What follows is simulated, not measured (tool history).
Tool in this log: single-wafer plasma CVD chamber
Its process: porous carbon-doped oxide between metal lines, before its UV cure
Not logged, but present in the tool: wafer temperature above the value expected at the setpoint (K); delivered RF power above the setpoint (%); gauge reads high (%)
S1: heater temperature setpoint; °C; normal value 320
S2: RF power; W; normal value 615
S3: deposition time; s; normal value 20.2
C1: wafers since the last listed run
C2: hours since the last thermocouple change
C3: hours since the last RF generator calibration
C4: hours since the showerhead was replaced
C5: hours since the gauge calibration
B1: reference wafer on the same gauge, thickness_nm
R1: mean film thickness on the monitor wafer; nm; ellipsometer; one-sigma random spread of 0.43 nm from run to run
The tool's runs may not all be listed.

run 1 hour=0.0 | S1=320 S2=615 S3=22.3 | C1=0 C2=901.4 C3=639.2 C4=3505.3 C5=7.5 | B1=126.892 | R1=128.117
run 2 hour=24.3 | S1=320 S2=615 S3=22.3 | C1=697 C2=925.7 C3=663.5 C4=3529.6 C5=31.8 | B1=127.006 | R1=128.112
run 3 hour=54.7 | S1=320 S2=615 S3=20.2 | C1=872 C2=956.1 C3=693.9 C4=3560.0 C5=62.2 | B1=126.976 | R1=116.168
run 4 hour=71.2 | S1=320 S2=615 S3=20.2 | C1=473 C2=972.6 C3=710.4 C4=3576.5 C5=78.7 | B1=127.009 | R1=116.229
-- hour=156.1 thermocouple changed; heater temperature recalibrated
run 5 hour=175.2 | S1=320 S2=615 S3=20.2 | C1=2756 C2=19.1 C3=814.4 C4=3680.5 C5=182.7 | B1=126.923 | R1=114.844
run 6 hour=197.7 | S1=320 S2=565 S3=20.2 | C1=646 C2=41.6 C3=836.9 C4=3703.0 C5=205.2 | B1=127.014 | R1=110.381
run 7 hour=210.0 | S1=320 S2=565 S3=20.2 | C1=353 C2=53.9 C3=849.2 C4=3715.3 C5=217.5 | B1=127.171 | R1=109.705
-- hour=218.2 gauge calibrated
-- hour=218.6 RF generator calibrated
run 8 hour=224.6 | S1=330 S2=615 S3=17.3 | C1=189 C2=68.5 C3=6.0 C4=3729.9 C5=6.4 | B1=127.106 | R1=97.759
-- hour=263.7 showerhead replaced, of another model than before
run 9 hour=264.2 | S1=320 S2=615 S3=20.2 | C1=907 C2=108.1 C3=45.6 C4=0.5 C5=46.0 | B1=126.985 | R1=119.650
run 10 hour=286.7 | S1=306 S2=650 S3=19.0 | C1=646 C2=130.6 C3=68.1 C4=23.0 C5=68.5 | B1=126.837 | R1=120.617
run 11 hour=305.2 | S1=320 S2=700 S3=19.2 | C1=531 C2=149.1 C3=86.6 C4=41.5 C5=87.0 | B1=127.052 | R1=117.303
run 12 hour=331.2 | S1=320 S2=615 S3=20.2 | C1=746 C2=175.1 C3=112.6 C4=67.5 C5=113.0 | B1=127.059 | R1=119.064
run 13 hour=366.2 | S1=320 S2=705 S3=16.7 | C1=1005 C2=210.1 C3=147.6 C4=102.5 C5=148.0 | B1=126.861 | R1=102.826
run 14 hour=399.6 | S1=320 S2=650 S3=20.2 | C1=959 C2=243.5 C3=181.0 C4=135.9 C5=181.4 | B1=127.127 | R1=119.699

Entry by entry between the runs, the difference in hidden state between the last listed run before and the first listed run after:
In the gap between runs 4 and 5: thermocouple changed; heater temperature recalibrated (hour 156.1)
  delivered RF power above the setpoint (%): -5.48 -> -7.2
  measured result minus the result with no hidden state, R1: -3.138 -> -4.117 nm
In the gap between runs 7 and 8: gauge calibrated (hour 218.2); RF generator calibrated (hour 218.6)
  delivered RF power above the setpoint (%): -7.82 -> -0.385
  measured result minus the result with no hidden state, R1: -4.305 -> -0.179 nm
In the gap between runs 8 and 9: showerhead replaced, of another model than before (hour 263.7)
  delivered RF power above the setpoint (%): -0.385 -> -0.407
  measured result minus the result with no hidden state, R1: -0.179 -> -0.118 nm
